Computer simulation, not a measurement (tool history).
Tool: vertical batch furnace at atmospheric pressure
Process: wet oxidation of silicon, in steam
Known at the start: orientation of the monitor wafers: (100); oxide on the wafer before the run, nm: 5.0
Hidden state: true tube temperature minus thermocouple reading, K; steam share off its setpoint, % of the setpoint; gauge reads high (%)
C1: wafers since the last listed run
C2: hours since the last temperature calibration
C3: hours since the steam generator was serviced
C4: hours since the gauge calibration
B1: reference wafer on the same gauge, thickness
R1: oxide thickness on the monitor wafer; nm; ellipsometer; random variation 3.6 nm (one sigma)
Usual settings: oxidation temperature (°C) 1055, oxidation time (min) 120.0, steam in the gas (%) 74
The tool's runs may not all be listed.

Run 1, hour 0.0: usual settings; C1 0; C2 421.6; C3 781.8; C4 651.1; B1 624.31. Result: R1 777.77 nm.
Run 2, hour 33.7: usual settings; C1 543; C2 455.3; C3 815.5; C4 684.8; B1 624.12. Result: R1 775.33 nm.
Run 3, hour 60.1: usual settings; C1 426; C2 481.7; C3 841.9; C4 711.2; B1 624.70. Result: R1 771.80 nm.
Run 4, hour 101.5: usual settings but steam in the gas (%) 71; C1 668; C2 523.1; C3 883.3; C4 752.6; B1 623.66. Result: R1 762.98 nm.
Run 5, hour 128.0: usual settings but steam in the gas (%) 71; C1 427; C2 549.6; C3 909.8; C4 779.1; B1 623.80. Result: R1 756.08 nm.
Run 6, hour 184.5: usual settings but oxidation temperature (°C) 1069, oxidation time (min) 100.0; C1 911; C2 606.1; C3 966.3; C4 835.6; B1 624.55. Result: R1 736.70 nm.
Run 7, hour 244.3: usual settings but oxidation temperature (°C) 1069, oxidation time (min) 100.0; C1 965; C2 665.9; C3 1026.1; C4 895.4; B1 623.53. Result: R1 743.24 nm.
Run 8, hour 311.0: usual settings but oxidation temperature (°C) 1069, oxidation time (min) 100.0; C1 1076; C2 732.6; C3 1092.8; C4 962.1; B1 624.13. Result: R1 740.93 nm.
Run 9, hour 369.8: usual settings; C1 948; C2 791.4; C3 1151.6; C4 1020.9; B1 624.14. Result: R1 775.21 nm.
Run 10, hour 437.2: usual settings; C1 1087; C2 858.8; C3 1219.0; C4 1088.3; B1 624.39. Result: R1 772.95 nm.
Run 11, hour 499.0: usual settings; C1 997; C2 920.6; C3 1280.8; C4 1150.1; B1 623.56. Result: R1 776.69 nm.
Run 12, hour 536.0: usual settings but steam in the gas (%) 66; C1 597; C2 957.6; C3 1317.8; C4 1187.1; B1 623.91. Result: R1 724.95 nm.
Run 13, hour 567.8: usual settings but steam in the gas (%) 66; C1 513; C2 989.4; C3 1349.6; C4 1218.9; B1 623.99. Result: R1 726.71 nm.
At hour 604.1: steam generator serviced.
Run 14, hour 629.2: usual settings but oxidation temperature (°C) 1035; C1 603; C2 1050.8; C3 25.1; C4 1280.3; B1 623.83. Result: R1 701.37 nm.
Run 15, hour 676.0: usual settings but oxidation temperature (°C) 1035; C1 755; C2 1097.6; C3 71.9; C4 1327.1; B1 624.29. Result: R1 712.85 nm.
Run 16, hour 727.3: usual settings but steam in the gas (%) 77; C1 827; C2 1148.9; C3 123.2; C4 1378.4; B1 624.24. Result: R1 790.08 nm.
Run 17, hour 764.1: usual settings; C1 593; C2 1185.7; C3 160.0; C4 1415.2; B1 623.81. Result: R1 783.92 nm.
Run 18, hour 808.6: usual settings but oxidation temperature (°C) 1074, oxidation time (min) 101.0; C1 718; C2 1230.2; C3 204.5; C4 1459.7; B1 624.11. Result: R1 767.23 nm.
Run 19, hour 863.7: usual settings but oxidation time (min) 160.5, steam in the gas (%) 79; C1 889; C2 1285.3; C3 259.6; C4 1514.8; B1 624.09. Result: R1 945.78 nm.
Run 20, hour 905.4: usual settings; C1 673; C2 1327.0; C3 301.3; C4 1556.5; B1 623.68. Result: R1 770.45 nm.
At hour 973.6: gauge calibrated.
Run 21, hour 973.7: usual settings but oxidation temperature (°C) 1038, oxidation time (min) 62.5, steam in the gas (%) 65; C1 1102; C2 1395.3; C3 369.6; C4 0.1; B1 623.91. Result: R1 442.74 nm.
Run 22, hour 1009.0: usual settings but oxidation time (min) 171.5, steam in the gas (%) 63; C1 569; C2 1430.6; C3 404.9; C4 35.4; B1 624.20. Result: R1 871.04 nm.
Run 23, hour 1039.0: usual settings but oxidation time (min) 158.5, steam in the gas (%) 77; C1 484; C2 1460.6; C3 434.9; C4 65.4; B1 623.81. Result: R1 927.81 nm.
Run 24, hour 1065.3: usual settings but oxidation temperature (°C) 1079, oxidation time (min) 142.0, steam in the gas (%) 82; C1 424; C2 1486.9; C3 461.2; C4 91.7; B1 624.02. Result: R1 1003.83 nm.
Run 25, hour 1117.6: usual settings but steam in the gas (%) 66; C1 844; C2 1539.2; C3 513.5; C4 144.0; B1 624.28. Result: R1 724.30 nm.
Run 26, hour 1182.7: usual settings; C1 1050; C2 1604.3; C3 578.6; C4 209.1; B1 623.50. Result: R1 776.45 nm.
Run 27, hour 1221.8: usual settings but oxidation time (min) 135.5; C1 631; C2 1643.4; C3 617.7; C4 248.2; B1 623.48. Result: R1 831.12 nm.
Run 28, hour 1285.7: usual settings but oxidation temperature (°C) 1039, oxidation time (min) 89.5; C1 1031; C2 1707.3; C3 681.6; C4 312.1; B1 623.94. Result: R1 608.59 nm.
Run 29, hour 1348.2: usual settings but oxidation temperature (°C) 1033, oxidation time (min) 102.5; C1 1008; C2 1769.8; C3 744.1; C4 374.6; B1 623.53. Result: R1 639.24 nm.
At hour 1391.3: thermocouples replaced and temperature profile calibrated.
Run 30, hour 1420.0: usual settings; C1 771; C2 28.7; C3 815.9; C4 446.4; B1 624.07. Result: R1 772.53 nm.
Run 31, hour 1452.3: usual settings but oxidation temperature (°C) 1035, oxidation time (min) 61.0; C1 521; C2 61.0; C3 848.2; C4 478.7; B1 623.89. Result: R1 463.94 nm.
Run 32, hour 1506.3: usual settings; C1 871; C2 115.0; C3 902.2; C4 532.7; B1 624.07. Result: R1 773.83 nm.
Run 33, hour 1539.9: usual settings but oxidation temperature (°C) 1047, oxidation time (min) 69.5, steam in the gas (%) 64; C1 542; C2 148.6; C3 935.8; C4 566.3; B1 623.92. Result: R1 494.52 nm.
Run 34, hour 1578.1: usual settings but oxidation time (min) 165.0; C1 616; C2 186.8; C3 974.0; C4 604.5; B1 623.62. Result: R1 921.47 nm.
Run 35, hour 1644.1: usual settings but oxidation time (min) 94.0, steam in the gas (%) 80; C1 1065; C2 252.8; C3 1040.0; C4 670.5; B1 624.24. Result: R1 704.61 nm.
Run 36, hour 1681.9: usual settings; C1 610; C2 290.6; C3 1077.8; C4 708.3; B1 624.20. Result: R1 781.24 nm.
Run 37, hour 1745.6: usual settings but oxidation temperature (°C) 1070, oxidation time (min) 63.5, steam in the gas (%) 69; C1 1028; C2 354.3; C3 1141.5; C4 772.0; B1 623.77. Result: R1 553.95 nm.

The tool's hidden state at each run:
true tube temperature minus thermocouple reading, K: 0 in every run
steam share off its setpoint, % of the setpoint: 0 in every run
gauge reads high (%): 0 in every run
